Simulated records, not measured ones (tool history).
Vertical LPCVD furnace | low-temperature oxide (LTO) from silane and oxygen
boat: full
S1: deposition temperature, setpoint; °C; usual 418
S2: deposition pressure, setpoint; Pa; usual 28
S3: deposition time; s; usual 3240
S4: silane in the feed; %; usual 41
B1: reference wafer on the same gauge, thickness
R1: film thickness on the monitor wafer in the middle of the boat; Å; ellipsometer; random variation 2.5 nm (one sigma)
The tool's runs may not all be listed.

{"run": 1, "day": 0.0, "S1": 418, "S2": 28, "S3": 3240, "S4": 41, "B1": 636.77, "R1": 6235}
{"run": 2, "day": 3.021, "S1": 418, "S2": 28, "S3": 3240, "S4": 41, "B1": 637.28, "R1": 6243.2}
{"run": 3, "day": 5.046, "S1": 418, "S2": 28, "S3": 3240, "S4": 36, "B1": 637.11, "R1": 5376.4}
{"run": 4, "day": 9.496, "S1": 418, "S2": 30.7, "S3": 3240, "S4": 47, "B1": 636.41, "R1": 7846.7}
{"run": 5, "day": 11.158, "S1": 418, "S2": 30.7, "S3": 3240, "S4": 47, "B1": 636.37, "R1": 7882.5}
{"run": 6, "day": 12.721, "S1": 418, "S2": 28, "S3": 3240, "S4": 41, "B1": 636.9, "R1": 6264.9}
{"run": 7, "day": 16.596, "S1": 418, "S2": 31.3, "S3": 3930, "S4": 41, "B1": 636.42, "R1": 8486.3}
{"run": 8, "day": 21.062, "S1": 418, "S2": 31.3, "S3": 3930, "S4": 41, "B1": 637.66, "R1": 8522.5}
{"run": 9, "day": 23.192, "S1": 418, "S2": 31.3, "S3": 3930, "S4": 41, "B1": 637.17, "R1": 8602.7}
{"run": 10, "day": 25.35, "S1": 418, "S2": 30.7, "S3": 3240, "S4": 46, "B1": 638.43, "R1": 7660.7}
{"run": 11, "day": 29.771, "S1": 418, "S2": 30.7, "S3": 3240, "S4": 46, "B1": 637.77, "R1": 7528.7}
{"run": 12, "day": 31.433, "S1": 418, "S2": 28, "S3": 3240, "S4": 41, "B1": 638.21, "R1": 6086.8}
{"run": 13, "day": 34.121, "S1": 414, "S2": 28, "S3": 3240, "S4": 33, "B1": 636.86, "R1": 4483.7}
{"run": 14, "day": 36.8, "S1": 418, "S2": 28, "S3": 3240, "S4": 41, "B1": 637.64, "R1": 6090.1}
{"run": 15, "day": 49.325, "S1": 418, "S2": 28, "S3": 3240, "S4": 43, "B1": 637.04, "R1": 6437.3}
{"run": 16, "day": 51.283, "S1": 428, "S2": 28, "S3": 3840, "S4": 37, "B1": 636.37, "R1": 7214}
{"run": 17, "day": 53.738, "S1": 418, "S2": 30.7, "S3": 3240, "S4": 41, "B1": 637.95, "R1": 6700.5}
{"run": 18, "day": 57.054, "S1": 410, "S2": 22, "S3": 3810, "S4": 41, "B1": 637.14, "R1": 5229.3}
{"run": 19, "day": 59.342, "S1": 408, "S2": 28, "S3": 2340, "S4": 41, "B1": 637.22, "R1": 4007.9}
{"run": 20, "day": 62.046, "S1": 414, "S2": 33.3, "S3": 3240, "S4": 41, "B1": 636.94, "R1": 7085.8}
{"run": 21, "day": 64.162, "S1": 418, "S2": 28, "S3": 3240, "S4": 41, "B1": 638.32, "R1": 6202.7}
{"run": 22, "day": 67.154, "S1": 409, "S2": 28, "S3": 3870, "S4": 41, "B1": 636.55, "R1": 6728}
{"run": 23, "day": 69.017, "S1": 407, "S2": 31.3, "S3": 3690, "S4": 41, "B1": 638.19, "R1": 7041.4}

Not shown: 4 entries that the log had between the listed runs. Between which runs, and how does the tool's hidden state differ before and after?
Between runs 8 and 9: gauge calibrated (day 22.208)
  true tube temperature minus thermocouple reading, K: 3.5 -> 3.58
  measured less the result without the state, R1: +297.1 -> +306.5 Å
Between runs 10 and 11: thermocouples replaced and temperature profile calibrated (day 27.975)
  true tube temperature minus thermocouple reading, K: 3.66 -> 0.38
  measured less the result without the state, R1: +268.1 -> +27.9 Å
Between runs 14 and 15: silane flow controller replaced (day 40.629); pressure gauge zeroed (day 44.038)
  true tube temperature minus thermocouple reading, K: 0.642 -> 1.11
  measured less the result without the state, R1: +39.7 -> +71.1 Å
